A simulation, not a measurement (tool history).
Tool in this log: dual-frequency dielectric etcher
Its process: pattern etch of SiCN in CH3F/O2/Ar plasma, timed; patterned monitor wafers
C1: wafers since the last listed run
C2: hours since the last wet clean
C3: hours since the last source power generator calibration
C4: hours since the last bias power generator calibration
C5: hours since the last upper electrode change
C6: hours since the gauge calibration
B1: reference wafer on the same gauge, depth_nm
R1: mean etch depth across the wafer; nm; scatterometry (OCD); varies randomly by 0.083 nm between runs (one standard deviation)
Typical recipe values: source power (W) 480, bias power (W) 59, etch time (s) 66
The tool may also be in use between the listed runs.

run 1 hour=0 | source_power_(W)=480 bias_power_(W)=59 etch_time_(s)=66 | C1=0 C2=344 C3=847.1 C4=1736.4 C5=3286.7 C6=1597.8 | B1=24 | R1=25.23
run 2 hour=56.4 | source_power_(W)=480 bias_power_(W)=59 etch_time_(s)=66 | C1=977 C2=400.4 C3=903.5 C4=1792.8 C5=3343.1 C6=1654.2 | B1=24.03 | R1=25.3
run 3 hour=135.8 | source_power_(W)=480 bias_power_(W)=59 etch_time_(s)=66 | C1=1376 C2=479.8 C3=982.9 C4=1872.2 C5=3422.5 C6=1733.6 | B1=24.01 | R1=25.19
-- hour=161.2 wet clean of the chamber
run 4 hour=202.2 | source_power_(W)=480 bias_power_(W)=59 etch_time_(s)=66 | C1=734 C2=41 C3=1049.3 C4=1938.6 C5=3488.9 C6=1800 | B1=23.99 | R1=25.12
run 5 hour=251.2 | source_power_(W)=480 bias_power_(W)=59 etch_time_(s)=66 | C1=849 C2=90 C3=1098.3 C4=1987.6 C5=3537.9 C6=1849 | B1=24.02 | R1=25.3
run 6 hour=351.4 | source_power_(W)=560 bias_power_(W)=59 etch_time_(s)=66 | C1=1736 C2=190.2 C3=1198.5 C4=2087.8 C5=3638.1 C6=1949.2 | B1=24.01 | R1=26.75
run 7 hour=398.7 | source_power_(W)=480 bias_power_(W)=59 etch_time_(s)=66 | C1=819 C2=237.5 C3=1245.8 C4=2135.1 C5=3685.4 C6=1996.5 | B1=24 | R1=25.36
run 8 hour=476.9 | source_power_(W)=480 bias_power_(W)=59 etch_time_(s)=54.5 | C1=1355 C2=315.7 C3=1324 C4=2213.3 C5=3763.6 C6=2074.7 | B1=23.97 | R1=20.87
run 9 hour=555.2 | source_power_(W)=480 bias_power_(W)=59 etch_time_(s)=54.5 | C1=1357 C2=394 C3=1402.3 C4=2291.6 C5=3841.9 C6=2153 | B1=23.97 | R1=20.87
run 10 hour=638.6 | source_power_(W)=480 bias_power_(W)=59 etch_time_(s)=54.5 | C1=1445 C2=477.4 C3=1485.7 C4=2375 C5=3925.3 C6=2236.4 | B1=24 | R1=20.8
-- hour=666.2 wet clean of the chamber
run 11 hour=744.6 | source_power_(W)=410 bias_power_(W)=59 etch_time_(s)=66 | C1=1421 C2=78.4 C3=1591.7 C4=2481 C5=4031.3 C6=2342.4 | B1=24.01 | R1=24.07
run 12 hour=792 | source_power_(W)=410 bias_power_(W)=59 etch_time_(s)=66 | C1=821 C2=125.8 C3=1639.1 C4=2528.4 C5=4078.7 C6=2389.8 | B1=24 | R1=24.13
-- hour=842.7 source power generator calibrated
run 13 hour=883.9 | source_power_(W)=480 bias_power_(W)=59 etch_time_(s)=66 | C1=1523 C2=217.7 C3=41.2 C4=2620.3 C5=4170.6 C6=2481.7 | B1=24 | R1=24.95
-- hour=932.9 upper electrode replaced
run 14 hour=989.5 | source_power_(W)=590 bias_power_(W)=52 etch_time_(s)=55.5 | C1=1414 C2=323.3 C3=146.8 C4=2725.9 C5=56.6 C6=2587.3 | B1=24 | R1=21.63
run 15 hour=1076.1 | source_power_(W)=480 bias_power_(W)=59 etch_time_(s)=66 | C1=1501 C2=409.9 C3=233.4 C4=2812.5 C5=143.2 C6=2673.9 | B1=24 | R1=24.79
run 16 hour=1155.3 | source_power_(W)=480 bias_power_(W)=59 etch_time_(s)=59.5 | C1=1372 C2=489.1 C3=312.6 C4=2891.7 C5=222.4 C6=2753.1 | B1=23.97 | R1=22.54
-- hour=1171.3 gauge calibrated
-- hour=1246.5 bias power generator calibrated
-- hour=1265.5 wet clean of the chamber
run 17 hour=1266 | source_power_(W)=480 bias_power_(W)=48 etch_time_(s)=66 | C1=1519 C2=0.5 C3=423.3 C4=19.5 C5=333.1 C6=94.7 | B1=23.98 | R1=23.67
run 18 hour=1314.6 | source_power_(W)=480 bias_power_(W)=73 etch_time_(s)=58 | C1=842 C2=49.1 C3=471.9 C4=68.1 C5=381.7 C6=143.3 | B1=23.99 | R1=23.8
run 19 hour=1370 | source_power_(W)=480 bias_power_(W)=59 etch_time_(s)=54.5 | C1=960 C2=104.5 C3=527.3 C4=123.5 C5=437.1 C6=198.7 | B1=24 | R1=20.85
run 20 hour=1437.3 | source_power_(W)=480 bias_power_(W)=71 etch_time_(s)=66 | C1=1166 C2=171.8 C3=594.6 C4=190.8 C5=504.4 C6=266 | B1=23.99 | R1=26.87
run 21 hour=1525.3 | source_power_(W)=510 bias_power_(W)=50 etch_time_(s)=66 | C1=1525 C2=259.8 C3=682.6 C4=278.8 C5=592.4 C6=354 | B1=24.01 | R1=24.62
run 22 hour=1606.7 | source_power_(W)=580 bias_power_(W)=64 etch_time_(s)=71.5 | C1=1410 C2=341.2 C3=764 C4=360.2 C5=673.8 C6=435.4 | B1=24.01 | R1=29.89
run 23 hour=1694.2 | source_power_(W)=480 bias_power_(W)=59 etch_time_(s)=55.5 | C1=1516 C2=428.7 C3=851.5 C4=447.7 C5=761.3 C6=522.9 | B1=24.02 | R1=21.39
run 24 hour=1783.8 | source_power_(W)=480 bias_power_(W)=59 etch_time_(s)=66 | C1=1553 C2=518.3 C3=941.1 C4=537.3 C5=850.9 C6=612.5 | B1=23.99 | R1=25.24
-- hour=1814.4 wet clean of the chamber
run 25 hour=1864.6 | source_power_(W)=480 bias_power_(W)=59 etch_time_(s)=83.5 | C1=984 C2=50.2 C3=1021.9 C4=618.1 C5=931.7 C6=693.3 | B1=24 | R1=31.93
run 26 hour=2131.9 | source_power_(W)=530 bias_power_(W)=45 etch_time_(s)=66 | C1=4633 C2=317.5 C3=1289.2 C4=885.4 C5=1199 C6=960.6 | B1=24 | R1=24.26
run 27 hour=2175.2 | source_power_(W)=480 bias_power_(W)=63 etch_time_(s)=55 | C1=750 C2=360.8 C3=1332.5 C4=928.7 C5=1242.3 C6=1003.9 | B1=23.97 | R1=21.55
run 28 hour=2244 | source_power_(W)=480 bias_power_(W)=65 etch_time_(s)=66 | C1=1192 C2=429.6 C3=1401.3 C4=997.5 C5=1311.1 C6=1072.7 | B1=24 | R1=26.2
-- hour=2337.2 wet clean of the chamber
run 29 hour=2342.5 | source_power_(W)=480 bias_power_(W)=59 etch_time_(s)=66 | C1=1291 C2=5.3 C3=1499.8 C4=1096 C5=1409.6 C6=1171.2 | B1=24.02 | R1=25.24

Forecast each of these 4 alternatives for the next run:
run A hour=2342.9 | source_power_(W)=480 bias_power_(W)=68 etch_time_(s)=66 | C1=6 C2=5.7 C3=1500.2 C4=1096.4 C5=1410 C6=1171.6 | B1=? | R1=?
run B hour=2342.9 | source_power_(W)=480 bias_power_(W)=50 etch_time_(s)=66 | C1=6 C2=5.7 C3=1500.2 C4=1096.4 C5=1410 C6=1171.6 | B1=? | R1=?
run C hour=2342.9 | source_power_(W)=580 bias_power_(W)=64 etch_time_(s)=46 | C1=6 C2=5.7 C3=1500.2 C4=1096.4 C5=1410 C6=1171.6 | B1=? | R1=?
run D hour=2342.9 | source_power_(W)=480 bias_power_(W)=48 etch_time_(s)=82.5 | C1=6 C2=5.7 C3=1500.2 C4=1096.4 C5=1410 C6=1171.6 | B1=? | R1=?

run=A B1=23.98 R1=26.58
run=B B1=23.98 R1=24.2
run=C B1=23.98 R1=19.38
run=D B1=23.98 R1=29.89
Had the tool no hidden state, the same runs would have come out as:
run=A R1=26.6
run=B R1=24.2
run=C R1=19.39
run=D R1=29.89

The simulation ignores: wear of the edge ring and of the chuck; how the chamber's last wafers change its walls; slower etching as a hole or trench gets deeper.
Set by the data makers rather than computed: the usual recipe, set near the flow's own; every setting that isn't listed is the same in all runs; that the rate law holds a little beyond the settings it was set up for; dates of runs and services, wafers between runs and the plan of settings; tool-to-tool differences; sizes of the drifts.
